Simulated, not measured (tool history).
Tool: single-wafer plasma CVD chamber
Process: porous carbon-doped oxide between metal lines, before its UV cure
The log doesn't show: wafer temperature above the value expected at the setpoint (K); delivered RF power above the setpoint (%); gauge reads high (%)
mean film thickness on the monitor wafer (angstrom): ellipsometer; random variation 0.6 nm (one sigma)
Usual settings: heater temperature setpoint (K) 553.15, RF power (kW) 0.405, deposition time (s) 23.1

| run | hour | heater temperature setpoint (K) | RF power (kW) | deposition time (s) | wafers since the last listed run | hours since the last thermocouple change | hours since the last RF generator calibration | hours since the showerhead was replaced | hours since the gauge calibration | read-back reference wafer on the same gauge, thickness_nm | mean film thickness on the monitor wafer (angstrom) |
|---|---|---|---|---|---|---|---|---|---|---|---|
| 1 | 0 | 553.15 | 0.405 | 23.1 | 0 | 2071.1 | 645 | 3330.3 | 294.8 | 140.965 | 1284.9 |
| 2 | 27.1 | 553.15 | 0.405 | 23.1 | 965 | 2098.2 | 672.1 | 3357.4 | 321.9 | 140.994 | 1293.98 |
| 3 | 53.3 | 553.15 | 0.405 | 23.1 | 933 | 2124.4 | 698.3 | 3383.6 | 348.1 | 140.965 | 1293.77 |
| 4 | 83.8 | 553.15 | 0.405 | 23.1 | 1086 | 2154.9 | 728.8 | 3414.1 | 378.6 | 141.093 | 1279.11 |
| 5 | 113.8 | 553.15 | 0.405 | 23.1 | 1068 | 2184.9 | 758.8 | 3444.1 | 408.6 | 140.843 | 1273.92 |
| 6 | 143.8 | 553.15 | 0.405 | 23.1 | 1068 | 2214.9 | 788.8 | 3474.1 | 438.6 | 140.95 | 1276.99 |
| 7 | 174.6 | 553.15 | 0.405 | 23.1 | 1097 | 2245.7 | 819.6 | 3504.9 | 469.4 | 140.964 | 1281.52 |
| 8 | 186.8 | 553.15 | 0.405 | 23.1 | 434 | 2257.9 | 831.8 | 3517.1 | 481.6 | 141.059 | 1276.4 |
|  | 198.2 | gauge calibrated |
|  | 220.7 | RF generator calibrated |
| 9 | 221.2 | 553.15 | 0.405 | 23.1 | 940 | 2292.3 | 0.5 | 3551.5 | 23 | 141.034 | 1344.22 |
| 10 | 244.4 | 553.15 | 0.405 | 26.5 | 826 | 2315.5 | 23.7 | 3574.7 | 46.2 | 140.885 | 1533.38 |
| 11 | 272.1 | 553.15 | 0.48 | 24.6 | 986 | 2343.2 | 51.4 | 3602.4 | 73.9 | 140.998 | 1577.98 |
| 12 | 298.2 | 553.15 | 0.355 | 25.2 | 929 | 2369.3 | 77.5 | 3628.5 | 100 | 141.023 | 1335.72 |
| 13 | 311.5 | 549.15 | 0.375 | 27.3 | 473 | 2382.6 | 90.8 | 3641.8 | 113.3 | 140.988 | 1540.24 |
| 14 | 325.4 | 553.15 | 0.405 | 23.1 | 495 | 2396.5 | 104.7 | 3655.7 | 127.2 | 141.054 | 1338.59 |
| 15 | 356.8 | 538.15 | 0.405 | 23.1 | 1118 | 2427.9 | 136.1 | 3687.1 | 158.6 | 140.968 | 1468.59 |
|  | 377.2 | thermocouple changed; heater temperature recalibrated |
| 16 | 390.9 | 559.15 | 0.385 | 19.1 | 929 | 13.7 | 170.2 | 3721.2 | 192.7 | 141.105 | 1037.64 |
|  | 408.7 | showerhead replaced, of another model than before |
| 17 | 415.3 | 553.15 | 0.405 | 23.1 | 584 | 38.1 | 194.6 | 6.6 | 217.1 | 141.044 | 1338.55 |
| 18 | 474.9 | 564.15 | 0.33 | 19.4 | 2123 | 97.7 | 254.2 | 66.2 | 276.7 | 140.99 | 964.13 |
| 19 | 508.7 | 540.15 | 0.425 | 19.2 | 1204 | 131.5 | 288 | 100 | 310.5 | 140.878 | 1239.49 |

Run 20 comes next. What will it give?
| 20 | 526.7 | 567.15 | 0.405 | 23.1 | 641 | 149.5 | 306 | 118 | 328.5 | ? | ? |

read-back reference wafer on the same gauge, thickness_nm: 141.119
mean film thickness on the monitor wafer (angstrom): 1220.44
Without the tool's hidden state the same run would have given mean film thickness on the monitor wafer (angstrom) 1241.49.
